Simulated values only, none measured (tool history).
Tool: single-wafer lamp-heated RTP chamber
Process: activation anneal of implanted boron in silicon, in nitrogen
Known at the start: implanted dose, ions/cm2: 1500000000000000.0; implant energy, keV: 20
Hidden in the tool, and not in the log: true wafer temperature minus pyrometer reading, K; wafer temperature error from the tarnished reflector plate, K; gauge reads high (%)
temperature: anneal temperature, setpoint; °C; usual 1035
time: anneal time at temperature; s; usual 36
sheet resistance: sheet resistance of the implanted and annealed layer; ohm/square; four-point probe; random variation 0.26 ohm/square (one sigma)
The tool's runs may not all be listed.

run,hour,temperature,time,wafers since the last listed run,wafers since the last pyrometer calibration,wafers since the reflector plate was cleaned,hours since the gauge calibration,"read-back reference wafer on the same gauge, sheet resistance",sheet resistance
1,0.0,1043,29,0,531,11724,335.4,87.97,86.08
# hour 3.0: gauge calibrated
2,27.7,1052,36,324,855,12048,24.7,88.01,84.63
3,50.7,1035,36,269,1125,12318,47.7,87.99,85.92
4,67.7,1035,36,199,1324,12517,64.7,88.05,86.09
5,98.3,1035,36,358,1683,12876,95.3,87.91,86.14
6,123.2,1026,36,291,1975,13168,120.2,88.01,87.41
7,156.5,1026,36,390,2365,13558,153.5,88.05,86.92
8,181.0,1035,36,287,2652,13845,178.0,87.99,85.62
9,198.0,1035,41,199,2852,14045,195.0,87.98,85.21
10,230.5,1035,41,380,3233,14426,227.5,88.04,85.62
# hour 246.9: reflector plate cleaned
11,258.5,1035,51,234,3467,136,255.5,87.95,84.14
# hour 277.5: pyrometer window cleaned and pyrometer calibrated
12,280.9,1024,50,168,39,305,277.9,88.02,86.91
13,295.7,1035,36,173,213,478,292.7,88.07,86.35
14,331.0,1035,44,413,627,892,328.0,87.95,85.99
15,364.5,1035,36,392,1019,1285,361.5,87.95,86.74
# hour 376.5: gauge calibrated
16,397.9,1035,23,391,1411,1676,21.4,87.96,86.93
17,421.9,1024,36,281,1692,1958,45.4,88.03,87.68
18,449.1,1035,36,318,2011,2277,72.6,88.01,86.38
19,465.1,1035,22,187,2199,2464,88.6,88.02,86.93
20,498.8,1054,51,395,2594,2859,122.3,88.01,82.83
21,521.3,1024,36,263,2858,3123,144.8,87.96,87.49

Forecast each of these 3 alternatives for the next run:
A,521.7,1035,36,4,2862,3128,145.2,?,?
B,521.7,1023,48,4,2862,3128,145.2,?,?
C,521.7,1027,26,4,2862,3128,145.2,?,?

run,"read-back reference wafer on the same gauge, sheet resistance",sheet resistance
A,87.99,86.10
B,87.99,86.73
C,87.99,87.68
Without the tool's hidden state the same runs would have given:
run,sheet resistance
A,86.81
B,87.62
C,88.52
